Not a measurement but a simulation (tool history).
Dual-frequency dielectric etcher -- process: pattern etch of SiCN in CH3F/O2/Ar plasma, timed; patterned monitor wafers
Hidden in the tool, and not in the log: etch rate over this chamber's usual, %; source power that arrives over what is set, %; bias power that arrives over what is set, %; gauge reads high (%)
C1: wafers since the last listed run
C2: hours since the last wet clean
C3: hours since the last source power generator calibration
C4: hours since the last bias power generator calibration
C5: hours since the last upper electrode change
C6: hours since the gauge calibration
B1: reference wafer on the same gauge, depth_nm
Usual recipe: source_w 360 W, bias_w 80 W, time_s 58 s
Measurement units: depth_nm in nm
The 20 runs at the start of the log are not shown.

Run 21, hour 239.7: usual settings; C1 133; C2 181.8; C3 199.1; C4 165.8; C5 285.8; C6 70.2; B1 23. Result: depth_nm 20.59 nm.
Run 22, hour 255.2: usual settings but source_w 320 W, bias_w 92 W, time_s 72 s; C1 179; C2 197.3; C3 214.6; C4 181.3; C5 301.3; C6 85.7; B1 23.05. Result: depth_nm 25.78 nm.
Run 23, hour 268.3: usual settings; C1 151; C2 210.4; C3 227.7; C4 194.4; C5 314.4; C6 98.8; B1 23.02. Result: depth_nm 20.72 nm.
Run 24, hour 275.4: usual settings; C1 82; C2 217.5; C3 234.8; C4 201.5; C5 321.5; C6 105.9; B1 23.02. Result: depth_nm 20.8 nm.
Run 25, hour 290.4: usual settings but source_w 410 W; C1 173; C2 232.5; C3 249.8; C4 216.5; C5 336.5; C6 120.9; B1 23.02. Result: depth_nm 21.87 nm.
Run 26, hour 304.7: usual settings but bias_w 96 W, time_s 50.5 s; C1 165; C2 246.8; C3 264.1; C4 230.8; C5 350.8; C6 135.2; B1 23.05. Result: depth_nm 19.04 nm.
Run 27, hour 337.2: usual settings but time_s 69.5 s; C1 376; C2 279.3; C3 296.6; C4 263.3; C5 383.3; C6 167.7; B1 22.98. Result: depth_nm 24.91 nm.
Run 28, hour 347.5: usual settings but source_w 300 W, bias_w 61 W, time_s 74.5 s; C1 119; C2 289.6; C3 306.9; C4 273.6; C5 393.6; C6 178; B1 23.01. Result: depth_nm 22.38 nm.

Forecast run 29:
Run 29, hour 399.6: usual settings; C1 604; C2 341.7; C3 359; C4 325.7; C5 445.7; C6 230.1; B1 ?. Result: depth_nm ?.

B1: 23
depth_nm: 20.68 nm
Had the tool carried no hidden state, the very same run would have given depth_nm 21.15 nm.
